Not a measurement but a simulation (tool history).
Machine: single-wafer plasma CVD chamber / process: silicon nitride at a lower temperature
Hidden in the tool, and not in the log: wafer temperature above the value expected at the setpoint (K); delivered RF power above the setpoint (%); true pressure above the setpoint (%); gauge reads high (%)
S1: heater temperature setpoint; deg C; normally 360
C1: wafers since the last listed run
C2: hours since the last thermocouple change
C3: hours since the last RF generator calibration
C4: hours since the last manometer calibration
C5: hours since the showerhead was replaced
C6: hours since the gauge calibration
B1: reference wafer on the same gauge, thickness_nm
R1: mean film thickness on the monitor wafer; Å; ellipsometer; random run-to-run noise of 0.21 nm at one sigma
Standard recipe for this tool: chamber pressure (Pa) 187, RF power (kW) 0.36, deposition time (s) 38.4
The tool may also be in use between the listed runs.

Run 1, hour 0: usual settings but chamber pressure (Pa) 167; C1 0; C2 1952.5; C3 552.3; C4 638.9; C5 3762.5; C6 601.4; B1 52.2. Result: R1 429.06 Å.
Run 2, hour 33.2: usual settings but chamber pressure (Pa) 167; C1 381; C2 1985.7; C3 585.5; C4 672.1; C5 3795.7; C6 634.6; B1 52.195. Result: R1 424.45 Å.
Run 3, hour 58: usual settings; C1 284; C2 2010.5; C3 610.3; C4 696.9; C5 3820.5; C6 659.4; B1 52.174. Result: R1 439.94 Å.
Run 4, hour 80.1: usual settings; C1 253; C2 2032.6; C3 632.4; C4 719; C5 3842.6; C6 681.5; B1 52.173. Result: R1 438.84 Å.
Run 5, hour 112.5: usual settings but S1 354 deg C; C1 372; C2 2065; C3 664.8; C4 751.4; C5 3875; C6 713.9; B1 52.211. Result: R1 437.51 Å.
Run 6, hour 138.1: usual settings but chamber pressure (Pa) 200; C1 293; C2 2090.6; C3 690.4; C4 777; C5 3900.6; C6 739.5; B1 52.212. Result: R1 447.77 Å.
Run 7, hour 171.4: usual settings but S1 366 deg C; C1 382; C2 2123.9; C3 723.7; C4 810.3; C5 3933.9; C6 772.8; B1 52.185. Result: R1 439.1 Å.
At hour 181.3: gauge calibrated.
Run 8, hour 185.6: usual settings but S1 366 deg C; C1 163; C2 2138.1; C3 737.9; C4 824.5; C5 3948.1; C6 4.3; B1 52.197. Result: R1 435.02 Å.
Run 9, hour 209.9: usual settings but S1 367 deg C; C1 279; C2 2162.4; C3 762.2; C4 848.8; C5 3972.4; C6 28.6; B1 52.22. Result: R1 437.47 Å.
Run 10, hour 234.8: usual settings but S1 367 deg C; C1 285; C2 2187.3; C3 787.1; C4 873.7; C5 3997.3; C6 53.5; B1 52.145. Result: R1 435.45 Å.
Run 11, hour 258.7: usual settings but S1 367 deg C; C1 274; C2 2211.2; C3 811; C4 897.6; C5 4021.2; C6 77.4; B1 52.176. Result: R1 437.29 Å.
Run 12, hour 286.5: usual settings but chamber pressure (Pa) 205; C1 319; C2 2239; C3 838.8; C4 925.4; C5 4049; C6 105.2; B1 52.217. Result: R1 448.1 Å.
Run 13, hour 306: usual settings but chamber pressure (Pa) 205; C1 223; C2 2258.5; C3 858.3; C4 944.9; C5 4068.5; C6 124.7; B1 52.187. Result: R1 448.21 Å.
Run 14, hour 331.7: usual settings but deposition time (s) 32.4; C1 295; C2 2284.2; C3 884; C4 970.6; C5 4094.2; C6 150.4; B1 52.199. Result: R1 368.74 Å.
Run 15, hour 344: usual settings but S1 348 deg C, chamber pressure (Pa) 161, RF power (kW) 0.41, deposition time (s) 32.5; C1 141; C2 2296.5; C3 896.3; C4 982.9; C5 4106.5; C6 162.7; B1 52.195. Result: R1 395.75 Å.
At hour 360.5: RF generator calibrated.
At hour 371.7: thermocouple changed; heater temperature recalibrated.
Run 16, hour 374.3: usual settings but S1 352 deg C, chamber pressure (Pa) 229; C1 164; C2 2.6; C3 13.8; C4 1013.2; C5 4136.8; C6 193; B1 52.159. Result: R1 471.08 Å.
Run 17, hour 405: usual settings; C1 352; C2 33.3; C3 44.5; C4 1043.9; C5 4167.5; C6 223.7; B1 52.185. Result: R1 446.91 Å.
At hour 413.1: capacitance manometer re-zeroed and calibrated.
Run 18, hour 433.9: usual settings but RF power (kW) 0.31, deposition time (s) 31.6; C1 239; C2 62.2; C3 73.4; C4 20.8; C5 4196.4; C6 252.6; B1 52.221. Result: R1 320.83 Å.
Run 19, hour 452.5: usual settings but S1 354 deg C, chamber pressure (Pa) 149, RF power (kW) 0.43; C1 213; C2 80.8; C3 92; C4 39.4; C5 4215; C6 271.2; B1 52.186. Result: R1 487.35 Å.
At hour 484.7: showerhead replaced.
Run 20, hour 485.2: usual settings but chamber pressure (Pa) 219; C1 283; C2 113.5; C3 124.7; C4 72.1; C5 0.5; C6 303.9; B1 52.215. Result: R1 466.14 Å.

Estimate the outcome of run 21 from the log above:
Run 21, hour 504: usual settings but S1 353 deg C, deposition time (s) 41.8; C1 215; C2 132.3; C3 143.5; C4 90.9; C5 19.3; C6 322.7; B1 ?. Result: R1 ?.

For run 21 the tool returned B1 52.175, R1 488.03 Å.
If the tool had no hidden condition, the same run with the same run-to-run variation would have returned R1 490.11 Å.
